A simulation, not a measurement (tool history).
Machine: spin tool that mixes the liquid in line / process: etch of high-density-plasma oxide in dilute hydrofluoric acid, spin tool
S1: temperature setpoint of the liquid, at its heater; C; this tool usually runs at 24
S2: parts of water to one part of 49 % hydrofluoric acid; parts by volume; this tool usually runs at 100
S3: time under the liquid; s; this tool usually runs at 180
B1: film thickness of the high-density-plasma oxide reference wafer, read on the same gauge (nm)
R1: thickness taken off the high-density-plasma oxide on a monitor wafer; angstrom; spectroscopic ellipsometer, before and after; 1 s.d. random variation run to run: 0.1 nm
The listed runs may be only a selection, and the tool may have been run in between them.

run 1 hour=0 | S1=24 S2=100 S3=180 | B1=100.02 | R1=115.3
run 2 hour=90.2 | S1=24 S2=100 S3=180 | B1=99.94 | R1=112.5
run 3 hour=164.6 | S1=22 S2=100 S3=180 | B1=99.99 | R1=106.8
run 4 hour=263.5 | S1=24 S2=100 S3=265 | B1=100.02 | R1=168.8
run 5 hour=330.7 | S1=24 S2=100 S3=265 | B1=100.06 | R1=169.4
run 6 hour=392.7 | S1=24 S2=100 S3=265 | B1=100.02 | R1=171.8
run 7 hour=491.4 | S1=24 S2=100 S3=180 | B1=99.96 | R1=116
-- hour=618.2 gauge calibrated
run 8 hour=675.7 | S1=19 S2=100 S3=180 | B1=100.02 | R1=93.5
-- hour=718.3 thermometer replaced
run 9 hour=764.3 | S1=28 S2=115 S3=115 | B1=100.02 | R1=72.5
run 10 hour=865 | S1=24 S2=100 S3=180 | B1=100.04 | R1=115.1
-- hour=871.4 hydrofluoric acid flow meter replaced
run 11 hour=970.8 | S1=27.5 S2=60 S3=285 | B1=99.97 | R1=362.4
run 12 hour=1013.6 | S1=24 S2=100 S3=180 | B1=99.99 | R1=114.2
run 13 hour=1066.3 | S1=20.5 S2=100 S3=180 | B1=100.05 | R1=99.9
run 14 hour=1120.7 | S1=21.5 S2=135 S3=180 | B1=100.02 | R1=74.9

Alternative continuations, all from the tool just after run 14; predict every row:
run A hour=1121.2 | S1=24 S2=100 S3=180 | B1=? | R1=?
run B hour=1121.2 | S1=24 S2=100 S3=105 | B1=? | R1=?
run C hour=1121.2 | S1=24 S2=150 S3=180 | B1=? | R1=?

run=A B1=100.03 R1=115.7
run=B B1=100.03 R1=67.5
run=C B1=100.03 R1=72.7
Take away the tool's hidden state, keep each run's random variation, and the runs would have read:
run=A R1=115.7
run=B R1=67.5
run=C R1=72.7

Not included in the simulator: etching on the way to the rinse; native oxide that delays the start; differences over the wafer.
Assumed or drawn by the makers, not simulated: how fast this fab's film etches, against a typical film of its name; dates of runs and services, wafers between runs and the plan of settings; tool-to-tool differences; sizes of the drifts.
